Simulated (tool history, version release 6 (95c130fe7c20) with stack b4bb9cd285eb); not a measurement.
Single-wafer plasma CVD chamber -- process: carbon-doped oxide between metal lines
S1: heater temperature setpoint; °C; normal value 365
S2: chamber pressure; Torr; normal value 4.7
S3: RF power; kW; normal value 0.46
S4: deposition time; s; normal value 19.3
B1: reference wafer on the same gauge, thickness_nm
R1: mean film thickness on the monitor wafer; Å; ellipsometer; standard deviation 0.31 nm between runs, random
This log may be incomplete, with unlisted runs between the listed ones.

run	hour	S1	S2	S3	S4	B1	R1
1	0	365	4.7	0.46	19.3	104.583	899.53
2	28.4	365	4.7	0.46	19.3	104.555	896.62
3	86.5	365	4.7	0.41	19.3	104.528	821.63
4	144.6	365	4.7	0.41	19.3	104.591	822.01
5	176.8	365	4.7	0.41	19.3	104.737	819.52
6	225.5	365	4.7	0.46	17	104.704	792.31
7	258	365	4.7	0.46	17	104.63	790.4
8	294.5	365	4.7	0.46	17	104.524	790.94
9	346.4	365	4.7	0.46	19.3	104.714	891.53
# hour 404.7: showerhead replaced
# hour 421.8: thermocouple changed; heater temperature recalibrated
10	422.3	365	4.7	0.46	19.3	104.596	906.68
11	466.4	358	4.32	0.46	19.3	104.604	918.48
12	514.7	365	4.7	0.46	19.3	104.603	914.39
13	561.6	365	4.7	0.46	19.3	104.551	911.9
14	615.8	365	3.82	0.42	18	104.573	762.3
15	665	365	3.77	0.46	19.3	104.619	881.84

Run 16 is up next; what results do you expect?
16	706.1	365	4.7	0.41	19.3	?	?

{"run 16": {"B1": 104.614, "R1": 833.73}}
With no hidden state in the tool, this same run would have given R1 834.37 Å.
